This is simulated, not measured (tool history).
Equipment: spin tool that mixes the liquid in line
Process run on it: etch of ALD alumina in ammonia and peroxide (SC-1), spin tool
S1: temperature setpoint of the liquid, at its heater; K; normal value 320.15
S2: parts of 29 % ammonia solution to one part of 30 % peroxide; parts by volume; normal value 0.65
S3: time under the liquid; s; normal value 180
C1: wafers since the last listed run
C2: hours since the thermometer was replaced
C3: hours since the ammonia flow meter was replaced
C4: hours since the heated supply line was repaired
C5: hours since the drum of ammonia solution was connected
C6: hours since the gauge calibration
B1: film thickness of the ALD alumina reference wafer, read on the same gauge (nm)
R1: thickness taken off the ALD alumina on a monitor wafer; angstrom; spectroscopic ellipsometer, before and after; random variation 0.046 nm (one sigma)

Run 1, hour 0.0: usual settings but S2 0.85 parts by volume, S3 105 s; C1 0; C2 211.2; C3 525.8; C4 778.7; C5 497.0; C6 855.8; B1 150.00. Result: R1 62.8 angstrom.
Run 2, hour 14.0: usual settings; C1 122; C2 225.2; C3 539.8; C4 792.7; C5 511.0; C6 869.8; B1 149.99. Result: R1 104.6 angstrom.
Run 3, hour 44.2: usual settings but S1 311.65 K; C1 264; C2 255.4; C3 570.0; C4 822.9; C5 541.2; C6 900.0; B1 149.99. Result: R1 64.1 angstrom.
Run 4, hour 66.6: usual settings but S3 210 s; C1 196; C2 277.8; C3 592.4; C4 845.3; C5 563.6; C6 922.4; B1 150.04. Result: R1 121.8 angstrom.
At hour 93.1: gauge calibrated.
Run 5, hour 100.7: usual settings but S2 0.45 parts by volume, S3 115 s; C1 298; C2 311.9; C3 626.5; C4 879.4; C5 597.7; C6 7.6; B1 150.01. Result: R1 63.9 angstrom.
At hour 112.0: heated supply line repaired.
Run 6, hour 123.3: usual settings but S1 315.65 K, S3 75 s; C1 189; C2 334.5; C3 649.1; C4 11.3; C5 620.3; C6 30.2; B1 149.98. Result: R1 34.9 angstrom.
Run 7, hour 155.5: usual settings; C1 282; C2 366.7; C3 681.3; C4 43.5; C5 652.5; C6 62.4; B1 149.94. Result: R1 107.7 angstrom.
Run 8, hour 185.2: usual settings but S2 0.75 parts by volume; C1 260; C2 396.4; C3 711.0; C4 73.2; C5 682.2; C6 92.1; B1 149.95. Result: R1 109.1 angstrom.
Run 9, hour 201.5: usual settings but S2 0.75 parts by volume, S3 265 s; C1 142; C2 412.7; C3 727.3; C4 89.5; C5 698.5; C6 108.4; B1 149.97. Result: R1 160.4 angstrom.
At hour 206.9: ammonia flow meter replaced.
Run 10, hour 234.9: usual settings but S1 327.15 K, S3 230 s; C1 283; C2 446.1; C3 28.0; C4 122.9; C5 731.9; C6 141.8; B1 150.02. Result: R1 202.9 angstrom.
Run 11, hour 258.4: usual settings but S1 330.15 K; C1 205; C2 469.6; C3 51.5; C4 146.4; C5 755.4; C6 165.3; B1 150.00. Result: R1 187.1 angstrom.
At hour 287.5: new drum of ammonia solution connected.
Run 12, hour 288.7: usual settings; C1 256; C2 499.9; C3 81.8; C4 176.7; C5 1.2; C6 195.6; B1 149.95. Result: R1 107.9 angstrom.
Run 13, hour 306.0: usual settings but S2 0.55 parts by volume, S3 130 s; C1 151; C2 517.2; C3 99.1; C4 194.0; C5 18.5; C6 212.9; B1 150.00. Result: R1 76.0 angstrom.
Run 14, hour 330.1: usual settings; C1 211; C2 541.3; C3 123.2; C4 218.1; C5 42.6; C6 237.0; B1 150.00. Result: R1 106.8 angstrom.
Run 15, hour 344.9: usual settings but S2 0.85 parts by volume, S3 85 s; C1 129; C2 556.1; C3 138.0; C4 232.9; C5 57.4; C6 251.8; B1 149.97. Result: R1 51.8 angstrom.
Run 16, hour 372.7: usual settings but S1 311.15 K; C1 243; C2 583.9; C3 165.8; C4 260.7; C5 85.2; C6 279.6; B1 150.00. Result: R1 63.3 angstrom.
Run 17, hour 399.8: usual settings but S1 327.15 K; C1 237; C2 611.0; C3 192.9; C4 287.8; C5 112.3; C6 306.7; B1 150.00. Result: R1 156.6 angstrom.
Run 18, hour 412.3: usual settings but S2 0.75 parts by volume, S3 140 s; C1 109; C2 623.5; C3 205.4; C4 300.3; C5 124.8; C6 319.2; B1 150.02. Result: R1 85.1 angstrom.
Run 19, hour 429.5: usual settings but S2 0.85 parts by volume; C1 150; C2 640.7; C3 222.6; C4 317.5; C5 142.0; C6 336.4; B1 149.99. Result: R1 109.7 angstrom.
Run 20, hour 446.6: usual settings but S1 314.15 K, S2 0.55 parts by volume, S3 85 s; C1 149; C2 657.8; C3 239.7; C4 334.6; C5 159.1; C6 353.5; B1 150.01. Result: R1 35.2 angstrom.
Run 21, hour 472.4: usual settings; C1 226; C2 683.6; C3 265.5; C4 360.4; C5 184.9; C6 379.3; B1 150.01. Result: R1 107.7 angstrom.
Run 22, hour 497.9: usual settings but S1 311.15 K, S2 0.80 parts by volume, S3 135 s; C1 223; C2 709.1; C3 291.0; C4 385.9; C5 210.4; C6 404.8; B1 149.98. Result: R1 48.3 angstrom.
Run 23, hour 511.7: usual settings but S1 327.15 K, S2 0.75 parts by volume; C1 120; C2 722.9; C3 304.8; C4 399.7; C5 224.2; C6 418.6; B1 149.99. Result: R1 159.3 angstrom.
Run 24, hour 525.6: usual settings but S1 311.15 K, S2 0.55 parts by volume, S3 270 s; C1 121; C2 736.8; C3 318.7; C4 413.6; C5 238.1; C6 432.5; B1 150.00. Result: R1 92.8 angstrom.

5 options for the next run, each taken on its own from the tool as it stands now. Forecast them:
Run A, hour 526.1: usual settings but S3 225 s; C1 4; C2 737.3; C3 319.2; C4 414.1; C5 238.6; C6 433.0; B1 ?. Result: R1 ?.
Run B, hour 526.1: usual settings but S1 324.15 K, S2 0.40 parts by volume, S3 285 s; C1 4; C2 737.3; C3 319.2; C4 414.1; C5 238.6; C6 433.0; B1 ?. Result: R1 ?.
Run C, hour 526.1: usual settings but S3 105 s; C1 4; C2 737.3; C3 319.2; C4 414.1; C5 238.6; C6 433.0; B1 ?. Result: R1 ?.
Run D, hour 526.1: usual settings but S1 312.65 K, S2 0.90 parts by volume, S3 215 s; C1 4; C2 737.3; C3 319.2; C4 414.1; C5 238.6; C6 433.0; B1 ?. Result: R1 ?.
Run E, hour 526.1: usual settings but S1 314.65 K; C1 4; C2 737.3; C3 319.2; C4 414.1; C5 238.6; C6 433.0; B1 ?. Result: R1 ?.

run      B1     R1
  A  149.98  131.9
  B  149.98  199.2
  C  149.98   61.6
  D  149.98   84.3
  E  149.98   77.0
With the hidden condition removed and each run's random variation left untouched, the same runs would have given:
run     R1
  A  134.6
  B  203.2
  C   62.8
  D   86.1
  E   78.6
